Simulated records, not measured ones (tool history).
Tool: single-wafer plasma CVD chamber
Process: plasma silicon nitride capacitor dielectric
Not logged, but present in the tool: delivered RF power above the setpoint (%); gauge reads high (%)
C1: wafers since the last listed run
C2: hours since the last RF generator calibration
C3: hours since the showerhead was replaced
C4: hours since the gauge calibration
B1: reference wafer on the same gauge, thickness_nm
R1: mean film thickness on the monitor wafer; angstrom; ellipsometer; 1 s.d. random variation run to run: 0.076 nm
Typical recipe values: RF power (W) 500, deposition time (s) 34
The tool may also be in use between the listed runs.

Run 1, day 0: usual settings but deposition time (s) 31.9; C1 0; C2 2030.3; C3 7329.5; C4 82.2; B1 44.392. Result: R1 477.23 angstrom.
Run 2, day 0.412: usual settings; C1 166; C2 2040.2; C3 7339.4; C4 92.1; B1 44.413. Result: R1 509.06 angstrom.
Run 3, day 1.162: usual settings; C1 303; C2 2058.2; C3 7357.4; C4 110.1; B1 44.387. Result: R1 509.18 angstrom.
Run 4, day 1.725: usual settings; C1 227; C2 2071.7; C3 7370.9; C4 123.6; B1 44.406. Result: R1 507.87 angstrom.
Run 5, day 2.325: usual settings but RF power (W) 545, deposition time (s) 29.7; C1 242; C2 2086.1; C3 7385.3; C4 138; B1 44.422. Result: R1 454.4 angstrom.
Run 6, day 2.654: usual settings but RF power (W) 535; C1 133; C2 2094; C3 7393.2; C4 145.9; B1 44.396. Result: R1 517.1 angstrom.
Run 7, day 2.917: usual settings but RF power (W) 535; C1 106; C2 2100.3; C3 7399.5; C4 152.2; B1 44.403. Result: R1 516.69 angstrom.
Run 8, day 3.408: usual settings but RF power (W) 570, deposition time (s) 38.9; C1 198; C2 2112.1; C3 7411.3; C4 164; B1 44.392. Result: R1 602.66 angstrom.
Run 9, day 4.054: usual settings; C1 261; C2 2127.6; C3 7426.8; C4 179.5; B1 44.388. Result: R1 508.38 angstrom.
Run 10, day 5.567: usual settings; C1 611; C2 2163.9; C3 7463.1; C4 215.8; B1 44.403. Result: R1 508.09 angstrom.
Run 11, day 6.288: usual settings; C1 291; C2 2181.2; C3 7480.4; C4 233.1; B1 44.417. Result: R1 508.5 angstrom.
At day 6.733: RF generator calibrated.
Run 12, day 6.996: usual settings; C1 151; C2 6.3; C3 7497.4; C4 250.1; B1 44.38. Result: R1 508.2 angstrom.
Run 13, day 7.371: usual settings; C1 151; C2 15.3; C3 7506.4; C4 259.1; B1 44.414. Result: R1 508.04 angstrom.

For run 14, what comes out?
Run 14, day 7.804: usual settings but RF power (W) 555, deposition time (s) 36.2; C1 175; C2 25.7; C3 7516.8; C4 269.5; B1 ?. Result: R1 ?.

Run 14 yielded B1 44.401, R1 557.06 angstrom.
Minus the tool's unlogged condition, the same run would have read R1 557.06 angstrom.
